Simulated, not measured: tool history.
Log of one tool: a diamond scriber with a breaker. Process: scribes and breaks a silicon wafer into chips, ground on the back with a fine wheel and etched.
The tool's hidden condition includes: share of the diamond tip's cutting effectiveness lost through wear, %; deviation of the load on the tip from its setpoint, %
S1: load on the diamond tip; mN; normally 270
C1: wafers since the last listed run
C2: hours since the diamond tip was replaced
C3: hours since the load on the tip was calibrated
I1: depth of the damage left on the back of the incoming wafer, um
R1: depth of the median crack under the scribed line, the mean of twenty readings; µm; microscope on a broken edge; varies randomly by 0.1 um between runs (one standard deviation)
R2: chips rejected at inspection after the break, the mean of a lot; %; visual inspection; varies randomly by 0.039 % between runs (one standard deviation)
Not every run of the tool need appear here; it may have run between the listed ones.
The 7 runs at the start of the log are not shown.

run 8 day=21.438 | S1=270 | C1=278 C2=1014.6 C3=1465.5 | I1=0.71 | R1=7.72 R2=1.13
run 9 day=24.783 | S1=270 | C1=469 C2=1094.9 C3=1545.8 | I1=0.65 | R1=7.71 R2=0.95
run 10 day=27.838 | S1=270 | C1=428 C2=1168.2 C3=1619.1 | I1=0.69 | R1=7.67 R2=1.25
-- day=29.517 diamond tip replaced by a new one
run 11 day=29.742 | S1=270 | C1=255 C2=5.4 C3=1664.8 | I1=0.75 | R1=7.81 R2=1.23
run 12 day=33.979 | S1=270 | C1=594 C2=107.1 C3=1766.5 | I1=0.70 | R1=7.85 R2=1.20
run 13 day=38.158 | S1=270 | C1=586 C2=207.4 C3=1866.8 | I1=0.47 | R1=7.85 R2=1.21
-- day=41.667 load on the tip recalibrated
run 14 day=41.946 | S1=270 | C1=519 C2=298.3 C3=6.7 | I1=0.54 | R1=7.17 R2=0.51
run 15 day=43.808 | S1=270 | C1=261 C2=343.0 C3=51.4 | I1=0.37 | R1=7.18 R2=0.50
run 16 day=45.629 | S1=270 | C1=255 C2=386.7 C3=95.1 | I1=0.67 | R1=7.05 R2=0.57
run 17 day=48.546 | S1=314 | C1=409 C2=456.7 C3=165.1 | I1=0.44 | R1=8.00 R2=2.03
run 18 day=50.262 | S1=270 | C1=240 C2=497.9 C3=206.3 | I1=0.43 | R1=7.32 R2=0.44
run 19 day=53.350 | S1=226 | C1=433 C2=572.0 C3=280.4 | I1=0.69 | R1=6.51 R2=2.23
run 20 day=57.212 | S1=270 | C1=542 C2=664.7 C3=373.1 | I1=0.40 | R1=7.62 R2=0.56
run 21 day=60.683 | S1=199 | C1=487 C2=748.0 C3=456.4 | I1=0.55 | R1=5.96 R2=5.66
run 22 day=63.854 | S1=320 | C1=445 C2=824.1 C3=532.5 | I1=0.62 | R1=8.43 R2=3.04
run 23 day=66.450 | S1=228 | C1=364 C2=886.4 C3=594.8 | I1=0.37 | R1=6.71 R2=1.55
-- day=70.733 diamond tip replaced by a new one
run 24 day=70.933 | S1=302 | C1=617 C2=4.8 C3=702.4 | I1=0.51 | R1=8.13 R2=2.28
run 25 day=75.358 | S1=246 | C1=621 C2=111.0 C3=808.6 | I1=0.62 | R1=6.97 R2=0.61
run 26 day=78.150 | S1=294 | C1=391 C2=178.0 C3=875.6 | I1=0.61 | R1=7.81 R2=1.61
run 27 day=80.067 | S1=270 | C1=269 C2=224.0 C3=921.6 | I1=0.45 | R1=7.86 R2=0.74
run 28 day=81.662 | S1=293 | C1=223 C2=262.3 C3=959.9 | I1=0.56 | R1=8.15 R2=1.92
run 29 day=88.796 | S1=270 | C1=1001 C2=433.5 C3=1131.1 | I1=0.33 | R1=7.56 R2=0.89
run 30 day=90.812 | S1=342 | C1=283 C2=481.9 C3=1179.5 | I1=0.77 | R1=9.26 R2=6.63

What if the next run were any one of these 4? Each begins from the tool's condition after run 30:
run A day=90.833 | S1=270 | C1=2 C2=482.4 C3=1180.0 | I1=0.61 | R1=? R2=?
run B day=90.833 | S1=213 | C1=2 C2=482.4 C3=1180.0 | I1=0.61 | R1=? R2=?
run C day=90.833 | S1=336 | C1=2 C2=482.4 C3=1180.0 | I1=0.61 | R1=? R2=?
run D day=90.833 | S1=339 | C1=2 C2=482.4 C3=1180.0 | I1=0.61 | R1=? R2=?

run=A R1=7.70 R2=0.82
run=B R1=6.50 R2=1.79
run=C R1=8.99 R2=5.16
run=D R1=9.05 R2=5.43
Had the tool no hidden state, the same runs would have come out as:
run=A R1=7.27 R2=0.46
run=B R1=6.13 R2=3.51
run=C R1=8.48 R2=2.96
run=D R1=8.53 R2=3.17
